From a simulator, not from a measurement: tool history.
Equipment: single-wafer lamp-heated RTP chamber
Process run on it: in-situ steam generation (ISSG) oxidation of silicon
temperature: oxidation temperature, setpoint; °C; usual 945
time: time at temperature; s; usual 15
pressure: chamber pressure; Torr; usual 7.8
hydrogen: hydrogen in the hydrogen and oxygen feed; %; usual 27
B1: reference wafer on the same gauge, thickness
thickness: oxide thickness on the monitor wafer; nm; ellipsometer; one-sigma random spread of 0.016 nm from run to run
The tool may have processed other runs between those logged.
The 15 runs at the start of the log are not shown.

{"run": 16, "hour": 874.1, "temperature": 945, "time": 15, "pressure": 7.8, "hydrogen": 31, "B1": 3.911, "thickness": 4.412}
{"run": 17, "hour": 916.7, "temperature": 945, "time": 18, "pressure": 7.8, "hydrogen": 30, "B1": 3.911, "thickness": 4.698}
{"run": 18, "hour": 1103.4, "temperature": 945, "time": 15, "pressure": 7.8, "hydrogen": 27, "B1": 3.909, "thickness": 4.286}
{"hour": 1148.8, "done": "gauge calibrated"}
{"run": 19, "hour": 1151.4, "temperature": 945, "time": 11, "pressure": 7.8, "hydrogen": 32, "B1": 3.91, "thickness": 4.015}
{"hour": 1190.2, "done": "pressure gauge zeroed"}
{"run": 20, "hour": 1190.7, "temperature": 950, "time": 15, "pressure": 9, "hydrogen": 27, "B1": 3.911, "thickness": 4.285}
{"run": 21, "hour": 1235.1, "temperature": 945, "time": 15, "pressure": 7.8, "hydrogen": 27, "B1": 3.912, "thickness": 4.285}
{"run": 22, "hour": 1297.2, "temperature": 952, "time": 15, "pressure": 9, "hydrogen": 27, "B1": 3.909, "thickness": 4.314}
{"run": 23, "hour": 1415.4, "temperature": 945, "time": 15, "pressure": 7.8, "hydrogen": 27, "B1": 3.912, "thickness": 4.306}
{"run": 24, "hour": 1477.0, "temperature": 931, "time": 18, "pressure": 7.8, "hydrogen": 27, "B1": 3.91, "thickness": 4.406}
{"run": 25, "hour": 1507.3, "temperature": 952, "time": 15, "pressure": 9.2, "hydrogen": 23, "B1": 3.908, "thickness": 4.147}
{"run": 26, "hour": 1547.8, "temperature": 945, "time": 17, "pressure": 7.1, "hydrogen": 31, "B1": 3.918, "thickness": 4.691}
{"run": 27, "hour": 1598.1, "temperature": 927, "time": 19, "pressure": 6.9, "hydrogen": 19, "B1": 3.916, "thickness": 4.101}
{"run": 28, "hour": 1622.7, "temperature": 945, "time": 15, "pressure": 7.8, "hydrogen": 27, "B1": 3.908, "thickness": 4.284}
{"run": 29, "hour": 1652.4, "temperature": 935, "time": 11, "pressure": 6.9, "hydrogen": 32, "B1": 3.91, "thickness": 3.965}
{"run": 30, "hour": 1700.9, "temperature": 945, "time": 17, "pressure": 7.3, "hydrogen": 20, "B1": 3.909, "thickness": 4.172}

Alternative continuations, all from the tool just after run 30; predict every row:
{"run": "A", "hour": 1701.3, "temperature": 945, "time": 15, "pressure": 7.8, "hydrogen": 27, "B1": "?", "thickness": "?"}
{"run": "B", "hour": 1701.3, "temperature": 945, "time": 15, "pressure": 6.9, "hydrogen": 27, "B1": "?", "thickness": "?"}
{"run": "C", "hour": 1701.3, "temperature": 964, "time": 21, "pressure": 8.4, "hydrogen": 30, "B1": "?", "thickness": "?"}
{"run": "D", "hour": 1701.3, "temperature": 932, "time": 15, "pressure": 7.8, "hydrogen": 31, "B1": "?", "thickness": "?"}
{"run": "E", "hour": 1701.3, "temperature": 930, "time": 19, "pressure": 8.3, "hydrogen": 27, "B1": "?", "thickness": "?"}

run=A B1=3.91 thickness=4.312
run=B B1=3.91 thickness=4.304
run=C B1=3.91 thickness=5.345
run=D B1=3.91 thickness=4.33
run=E B1=3.91 thickness=4.51
The same runs, with their run-to-run variation unchanged, on a tool lacking any hidden condition would have given:
run=A thickness=4.247
run=B thickness=4.239
run=C thickness=5.241
run=D thickness=4.269
run=E thickness=4.441
